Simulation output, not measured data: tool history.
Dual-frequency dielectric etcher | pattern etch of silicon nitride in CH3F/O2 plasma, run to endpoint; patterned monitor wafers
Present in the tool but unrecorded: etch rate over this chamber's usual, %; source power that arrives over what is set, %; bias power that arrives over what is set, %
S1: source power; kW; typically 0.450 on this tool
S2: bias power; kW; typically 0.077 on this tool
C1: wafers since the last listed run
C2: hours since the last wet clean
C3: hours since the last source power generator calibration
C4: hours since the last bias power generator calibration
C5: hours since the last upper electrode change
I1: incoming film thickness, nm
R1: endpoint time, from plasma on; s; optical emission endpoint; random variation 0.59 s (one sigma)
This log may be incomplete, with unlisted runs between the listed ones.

run,hour,S1,S2,C1,C2,C3,C4,C5,I1,R1
1,0.0,0.500,0.085,0,280.5,1915.2,3400.4,1987.8,108.5,95.5
# hour 64.7: wet clean of the chamber
2,65.2,0.500,0.085,170,0.5,1980.4,3465.6,2053.0,107.6,98.1
3,236.8,0.450,0.077,710,172.1,2152.0,3637.2,2224.6,107.1,99.0
4,278.0,0.450,0.077,170,213.3,2193.2,3678.4,2265.8,108.2,101.7
5,333.0,0.390,0.077,227,268.3,2248.2,3733.4,2320.8,108.3,102.1
6,392.7,0.390,0.077,247,328.0,2307.9,3793.1,2380.5,107.6,101.5
# hour 442.3: wet clean of the chamber
7,442.8,0.450,0.077,108,0.5,2358.0,3843.2,2430.6,108.2,102.7
8,481.2,0.450,0.077,158,38.9,2396.4,3881.6,2469.0,108.1,102.7
9,537.7,0.450,0.077,233,95.4,2452.9,3938.1,2525.5,107.7,102.1
10,601.6,0.390,0.062,264,159.3,2516.8,4002.0,2589.4,107.9,108.3
# hour 631.9: upper electrode replaced
11,640.8,0.390,0.062,62,198.5,2556.0,4041.2,8.9,108.2,108.9
12,674.4,0.450,0.077,139,232.1,2589.6,4074.8,42.5,108.0,99.6
13,716.9,0.450,0.077,175,274.6,2632.1,4117.3,85.0,107.2,97.8
14,769.9,0.450,0.077,219,327.6,2685.1,4170.3,138.0,107.7,98.0
# hour 828.9: wet clean of the chamber
15,829.4,0.450,0.077,146,0.5,2744.6,4229.8,197.5,107.9,102.9
16,873.7,0.450,0.077,183,44.8,2788.9,4274.1,241.8,107.9,102.3
17,909.0,0.450,0.077,146,80.1,2824.2,4309.4,277.1,108.2,102.1
18,952.1,0.540,0.070,178,123.2,2867.3,4352.5,320.2,108.1,100.6
# hour 969.1: bias power generator calibrated
19,1006.0,0.450,0.082,206,177.1,2921.2,36.9,374.1,107.2,98.7
# hour 1056.0: source power generator calibrated
20,1071.3,0.370,0.059,253,242.4,15.3,102.2,439.4,107.5,110.1
21,1139.7,0.450,0.077,283,310.8,83.7,170.6,507.8,107.7,98.6
# hour 1214.5: wet clean of the chamber
22,1215.0,0.450,0.089,212,0.5,159.0,245.9,583.1,108.3,100.8
23,1261.0,0.490,0.084,190,46.5,205.0,291.9,629.1,108.1,100.9
24,1324.1,0.450,0.077,261,109.6,268.1,355.0,692.2,107.9,102.7
25,1381.4,0.390,0.089,237,166.9,325.4,412.3,749.5,107.5,100.3
26,1415.3,0.450,0.077,140,200.8,359.3,446.2,783.4,108.6,101.1
27,1474.0,0.380,0.065,243,259.5,418.0,504.9,842.1,107.6,108.1
28,1498.7,0.370,0.086,102,284.2,442.7,529.6,866.8,107.9,100.6
29,1525.4,0.360,0.092,110,310.9,469.4,556.3,893.5,108.9,100.3
# hour 1554.2: wet clean of the chamber
30,1581.0,0.390,0.062,130,26.8,525.0,611.9,949.1,108.9,111.0
31,1615.1,0.410,0.077,141,60.9,559.1,646.0,983.2,107.8,104.0
32,1667.6,0.400,0.091,217,113.4,611.6,698.5,1035.7,107.8,99.2
33,1697.8,0.450,0.077,125,143.6,641.8,728.7,1065.9,108.3,101.7
34,1749.4,0.530,0.060,213,195.2,693.4,780.3,1117.5,107.1,102.1

Alternative continuations, all from the tool just after run 34; predict every row:
A,1749.9,0.450,0.071,2,195.7,693.9,780.8,1118.0,108.0,?
B,1749.9,0.530,0.077,2,195.7,693.9,780.8,1118.0,108.0,?
C,1749.9,0.340,0.083,2,195.7,693.9,780.8,1118.0,108.0,?
D,1749.9,0.390,0.072,2,195.7,693.9,780.8,1118.0,108.0,?
E,1749.9,0.550,0.061,2,195.7,693.9,780.8,1118.0,108.0,?

run,R1
A,102.2
B,97.0
C,103.1
D,104.6
E,101.9
Without the tool's hidden state the same runs would have given:
run,R1
A,105.2
B,99.7
C,106.0
D,107.6
E,104.8
